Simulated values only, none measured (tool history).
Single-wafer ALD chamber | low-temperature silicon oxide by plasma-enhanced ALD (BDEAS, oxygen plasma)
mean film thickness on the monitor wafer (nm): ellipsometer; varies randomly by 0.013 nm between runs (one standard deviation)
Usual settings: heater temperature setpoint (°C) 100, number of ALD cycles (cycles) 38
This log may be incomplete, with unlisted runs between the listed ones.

| run | hour | heater temperature setpoint (°C) | number of ALD cycles (cycles) | read-back reference wafer on the same gauge, thickness_nm | mean film thickness on the monitor wafer (nm) |
|---|---|---|---|---|---|
| 1 | 0 | 100 | 38 | 5.357 | 5.058 |
| 2 | 6.2 | 100 | 38 | 5.353 | 5.053 |
| 3 | 21.8 | 100 | 38 | 5.366 | 5.044 |
| 4 | 29.8 | 100 | 38 | 5.37 | 5.06 |
| 5 | 45.3 | 100 | 38 | 5.36 | 5.066 |
| 6 | 58.2 | 100 | 38 | 5.362 | 5.042 |
| 7 | 74 | 106 | 38 | 5.375 | 4.988 |
| 8 | 119.5 | 100 | 34 | 5.373 | 4.523 |
| 9 | 126.1 | 100 | 38 | 5.377 | 5.071 |
| 10 | 139.5 | 100 | 38 | 5.378 | 5.057 |
| 11 | 146.3 | 100 | 38 | 5.382 | 5.078 |
| 12 | 163.8 | 100 | 38 | 5.382 | 5.061 |
| 13 | 180.6 | 111 | 35 | 5.389 | 4.576 |
| 14 | 188.9 | 111 | 35 | 5.38 | 4.566 |
| 15 | 206.6 | 104 | 38 | 5.385 | 5.047 |
| 16 | 219.8 | 104 | 38 | 5.386 | 5.031 |
| 17 | 228.9 | 95 | 41 | 5.387 | 5.61 |
| 18 | 238.8 | 95 | 41 | 5.383 | 5.574 |
| 19 | 246.5 | 108 | 42 | 5.387 | 5.508 |
| 20 | 256.9 | 108 | 42 | 5.386 | 5.518 |
| 21 | 263.6 | 104 | 32 | 5.386 | 4.232 |
| 22 | 277.2 | 100 | 38 | 5.387 | 5.081 |
| 23 | 284.8 | 109 | 38 | 5.39 | 4.978 |
| 24 | 298.5 | 100 | 38 | 5.39 | 5.081 |
| 25 | 308.2 | 87 | 41 | 5.393 | 5.789 |
| 26 | 320.6 | 92 | 42 | 5.388 | 5.79 |
| 27 | 329.6 | 107 | 44 | 5.387 | 5.787 |
| 28 | 339.3 | 100 | 38 | 5.389 | 5.086 |
| 29 | 346.1 | 87 | 38 | 5.386 | 5.362 |
|  | 365.2 | gauge calibrated |
| 30 | 399.3 | 107 | 41 | 5.334 | 5.333 |
| 31 | 413.3 | 100 | 38 | 5.344 | 5.05 |
| 32 | 425.8 | 87 | 32 | 5.344 | 4.465 |
|  | 457.3 | thermocouple changed; heater temperature recalibrated |
| 33 | 464.1 | 95 | 45 | 5.351 | 6.111 |
| 34 | 478 | 112 | 41 | 5.36 | 5.297 |
| 35 | 521.9 | 95 | 41 | 5.363 | 5.587 |
| 36 | 531.1 | 100 | 38 | 5.368 | 5.073 |
| 37 | 547.6 | 100 | 38 | 5.365 | 5.086 |
| 38 | 564.1 | 109 | 42 | 5.369 | 5.503 |
| 39 | 580.5 | 89 | 41 | 5.367 | 5.72 |
| 40 | 592.9 | 90 | 43 | 5.371 | 5.942 |
| 41 | 602 | 87 | 41 | 5.377 | 5.753 |

For some of the steps in mean film thickness on the monitor wafer (nm) from one run to the next: how much would appear even if the tool had no hidden state, given the settings, what came in and random variation, and how much remains for the hidden state plus any gauge scatter that the measured result and the result without hidden state don't share?
Unlogged tool condition in this case: wafer temperature above the value expected at the setpoint (K); gauge reads high (%).
Run 20 -> 21: heater temperature setpoint (°C) 108 -> 104, number of ALD cycles (cycles) 42 -> 32. mean film thickness on the monitor wafer (nm) -1.286: hidden state -0.014, all else -1.272.
Run 21 -> 22: heater temperature setpoint (°C) 104 -> 100, number of ALD cycles (cycles) 32 -> 38. mean film thickness on the monitor wafer (nm) +0.849: hidden state +0.01, all else +0.839.
Run 29 -> 30: heater temperature setpoint (°C) 87 -> 107, number of ALD cycles (cycles) 38 -> 41, gauge calibrated. mean film thickness on the monitor wafer (nm) -0.029: hidden state -0.052, all else +0.023.
Run 32 -> 33: heater temperature setpoint (°C) 87 -> 95, number of ALD cycles (cycles) 32 -> 45, thermocouple changed; heater temperature recalibrated. mean film thickness on the monitor wafer (nm) +1.646: hidden state +0.015, all else +1.631.

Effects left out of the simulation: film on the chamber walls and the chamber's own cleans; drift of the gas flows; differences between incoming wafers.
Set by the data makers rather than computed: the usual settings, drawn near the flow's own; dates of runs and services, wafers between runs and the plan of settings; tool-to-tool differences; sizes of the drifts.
